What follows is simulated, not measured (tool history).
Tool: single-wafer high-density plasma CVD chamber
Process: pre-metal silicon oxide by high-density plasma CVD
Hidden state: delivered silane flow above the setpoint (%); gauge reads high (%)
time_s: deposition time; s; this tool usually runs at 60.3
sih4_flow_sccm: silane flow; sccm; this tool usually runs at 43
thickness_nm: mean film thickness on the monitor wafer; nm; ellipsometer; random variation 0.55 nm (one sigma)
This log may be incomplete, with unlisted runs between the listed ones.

run	hour	time_s	sih4_flow_sccm	wafers since the last listed run	hours since the silane flow controller was replaced	hours since the gauge calibration	read-back reference wafer on the same gauge, thickness_nm	thickness_nm
1	0	60.3	43	0	1562.8	200.6	317.042	298.618
2	11.2	60.3	43	288	1574	211.8	317.078	298.422
3	22.9	60.3	43	301	1585.7	223.5	316.923	299.052
4	35	60.3	43	312	1597.8	235.6	316.857	299.204
5	43	60.3	43	206	1605.8	243.6	317.024	298.056
6	59.2	60.3	43	417	1622	259.8	316.955	298.369
7	71.6	69.9	43	319	1634.4	272.2	316.76	347.879
8	78	69.9	43	165	1640.8	278.6	317.248	347.066
9	86.6	60.3	40	221	1649.4	287.2	317.084	277.76
# hour 99.7: silane flow controller replaced
10	101.9	60.3	40	188	2.2	302.5	317.119	259.827
# hour 111: gauge calibrated
11	111.2	52.9	43	239	11.5	0.2	317.011	244.79
12	128.5	52.9	43	446	28.8	17.5	316.944	245.05
13	146.1	52.9	43	454	46.4	35.1	317.015	245.58
14	160.3	49.4	48	366	60.6	49.3	316.872	256.338
15	174.6	71.2	35	368	74.9	63.6	316.902	268.999
16	186.7	56.7	34	312	87	75.7	317.202	207.466
17	195.8	60.3	43	234	96.1	84.8	317.336	280.452
18	205.3	63.9	45	245	105.6	94.3	316.938	309.843
19	213.7	64.4	40	216	114	102.7	317.195	279.012
20	222.3	52.9	43	221	122.6	111.3	317.243	245.416

Predict the results of run 21:
21	228.4	70.7	35	157	128.7	117.4	?	?

read-back reference wafer on the same gauge, thickness_nm: 316.926
thickness_nm: 267.315 nm
Minus the tool's unlogged condition, the same run would have read thickness_nm 267.971 nm.
